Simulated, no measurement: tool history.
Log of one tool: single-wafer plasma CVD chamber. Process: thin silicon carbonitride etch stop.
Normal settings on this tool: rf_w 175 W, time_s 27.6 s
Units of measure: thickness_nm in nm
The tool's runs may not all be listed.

| run | day | rf_w | time_s | wafers since the last listed run | hours since the last thermocouple change | hours since the last RF generator calibration | hours since the showerhead was replaced | hours since the gauge calibration | read-back reference wafer on the same gauge, thickness_nm | thickness_nm |
|---|---|---|---|---|---|---|---|---|---|---|
| 1 | 0.000 | 175 | 27.6 | 0 | 1386.3 | 319.5 | 6852.6 | 88.2 | 15.799 | 15.061 |
| 2 | 3.579 | 185 | 27.6 | 1919 | 1472.2 | 405.4 | 6938.5 | 174.1 | 15.800 | 15.207 |
| 3 | 5.658 | 175 | 27.6 | 1114 | 1522.1 | 455.3 | 6988.4 | 224.0 | 15.809 | 14.988 |
| 4 | 7.704 | 175 | 27.6 | 1097 | 1571.2 | 504.4 | 7037.5 | 273.1 | 15.820 | 14.966 |
| 5 | 9.296 | 175 | 27.6 | 853 | 1609.4 | 542.6 | 7075.7 | 311.3 | 15.816 | 14.892 |
| 6 | 11.458 | 175 | 27.6 | 1159 | 1661.3 | 594.5 | 7127.6 | 363.2 | 15.781 | 15.015 |
| 7 | 13.662 | 175 | 27.6 | 1181 | 1714.2 | 647.4 | 7180.5 | 416.1 | 15.800 | 14.978 |
| 8 | 16.875 | 175 | 27.6 | 1722 | 1791.3 | 724.5 | 7257.6 | 493.2 | 15.772 | 15.033 |
|  | 18.204 | thermocouple changed; heater temperature recalibrated |
| 9 | 19.429 | 175 | 27.6 | 1190 | 29.4 | 785.8 | 7318.9 | 554.5 | 15.790 | 14.866 |
| 10 | 23.754 | 175 | 27.6 | 2319 | 133.2 | 889.6 | 7422.7 | 658.3 | 15.808 | 14.846 |
| 11 | 26.921 | 175 | 27.6 | 1698 | 209.2 | 965.6 | 7498.7 | 734.3 | 15.800 | 14.761 |
| 12 | 29.000 | 175 | 27.6 | 1114 | 259.1 | 1015.5 | 7548.6 | 784.2 | 15.799 | 14.923 |
| 13 | 32.042 | 175 | 27.6 | 1631 | 332.1 | 1088.5 | 7621.6 | 857.2 | 15.810 | 14.922 |
|  | 32.712 | RF generator calibrated |
| 14 | 36.275 | 175 | 27.6 | 2091 | 433.7 | 85.5 | 7723.2 | 958.8 | 15.789 | 14.748 |
| 15 | 39.925 | 175 | 27.6 | 1957 | 521.3 | 173.1 | 7810.8 | 1046.4 | 15.798 | 14.698 |
|  | 41.696 | showerhead replaced |
| 16 | 42.950 | 175 | 27.6 | 1443 | 593.9 | 245.7 | 30.1 | 1119.0 | 15.795 | 14.581 |
| 17 | 48.754 | 185 | 27.6 | 3112 | 733.2 | 385.0 | 169.4 | 1258.3 | 15.780 | 14.897 |
| 18 | 50.808 | 175 | 27.6 | 1101 | 782.5 | 434.3 | 218.7 | 1307.6 | 15.810 | 14.657 |
| 19 | 54.075 | 155 | 23.3 | 1751 | 860.9 | 512.7 | 297.1 | 1386.0 | 15.822 | 11.931 |
| 20 | 58.421 | 175 | 27.6 | 2330 | 965.2 | 617.0 | 401.4 | 1490.3 | 15.796 | 14.702 |
|  | 60.508 | RF generator calibrated, repeated, since the last time left the tool worse |
| 21 | 60.529 | 190 | 24.7 | 951 | 1015.8 | 0.5 | 452.0 | 1540.9 | 15.816 | 13.797 |
| 22 | 63.221 | 175 | 27.6 | 1443 | 1080.4 | 65.1 | 516.6 | 1605.5 | 15.793 | 15.012 |
| 23 | 67.638 | 145 | 31.1 | 2368 | 1186.4 | 171.1 | 622.6 | 1711.5 | 15.789 | 16.124 |
| 24 | 70.900 | 175 | 27.6 | 1749 | 1264.7 | 249.4 | 700.9 | 1789.8 | 15.811 | 15.095 |
| 25 | 72.762 | 175 | 24.9 | 998 | 1309.4 | 294.1 | 745.6 | 1834.5 | 15.809 | 13.617 |
| 26 | 76.408 | 160 | 27.6 | 1954 | 1396.9 | 381.6 | 833.1 | 1922.0 | 15.795 | 14.678 |
|  | 80.162 | gauge calibrated |
|  | 81.208 | thermocouple changed; heater temperature recalibrated |
| 27 | 83.742 | 155 | 24.7 | 3753 | 60.8 | 557.6 | 1009.1 | 85.9 | 15.772 | 12.961 |
| 28 | 87.712 | 150 | 27.6 | 2129 | 156.1 | 652.9 | 1104.4 | 181.2 | 15.785 | 14.378 |
| 29 | 91.175 | 175 | 27.6 | 1856 | 239.2 | 736.0 | 1187.5 | 264.3 | 15.805 | 14.920 |
| 30 | 94.171 | 145 | 31.1 | 1606 | 311.1 | 807.9 | 1259.4 | 336.2 | 15.794 | 15.931 |
| 31 | 96.738 | 145 | 23.7 | 1376 | 372.7 | 869.5 | 1321.0 | 397.8 | 15.821 | 12.206 |
| 32 | 98.433 | 160 | 24.2 | 909 | 413.4 | 910.2 | 1361.7 | 438.5 | 15.804 | 12.737 |
| 33 | 100.579 | 140 | 23.6 | 1150 | 464.9 | 961.7 | 1413.2 | 490.0 | 15.786 | 11.953 |
| 34 | 103.938 | 195 | 25.7 | 1800 | 545.5 | 1042.3 | 1493.8 | 570.6 | 15.798 | 14.325 |
| 35 | 110.508 | 200 | 22.5 | 3523 | 703.2 | 1200.0 | 1651.5 | 728.3 | 15.808 | 12.532 |
|  | 113.967 | RF generator calibrated |
| 36 | 121.367 | 175 | 24.1 | 5643 | 963.8 | 177.6 | 1912.1 | 988.9 | 15.803 | 13.090 |

Pick out some run-to-run changes in thickness_nm. Of each, how much would a tool without hidden state show as well, from the settings, what came in and chance, and how much is left for the hidden state and any gauge scatter not in both results compared?
Hidden conditions of the tool in this case: wafer temperature above the value expected at the setpoint (K); delivered RF power above the setpoint (%); gauge reads high (%).
Run 13 -> 14: RF generator calibrated. thickness_nm -0.174 nm: hidden state -0.183, all else +0.009.
Run 18 -> 19: rf_w 175 -> 155, time_s 27.6 -> 23.3. thickness_nm -2.726 nm: hidden state +0.066, all else -2.792.
Run 19 -> 20: rf_w 155 -> 175, time_s 23.3 -> 27.6. thickness_nm +2.771 nm: hidden state -0.098, all else +2.869.
Run 20 -> 21: rf_w 175 -> 190, time_s 27.6 -> 24.7, RF generator calibrated, repeated, since the last time left the tool worse. thickness_nm -0.905 nm: hidden state +0.437, all else -1.342.
Run 30 -> 31: time_s 31.1 -> 23.7. thickness_nm -3.725 nm: hidden state +0.011, all else -3.736.
Run 35 -> 36: rf_w 200 -> 175, time_s 22.5 -> 24.1, RF generator calibrated. thickness_nm +0.558 nm: hidden state +0.163, all else +0.395.
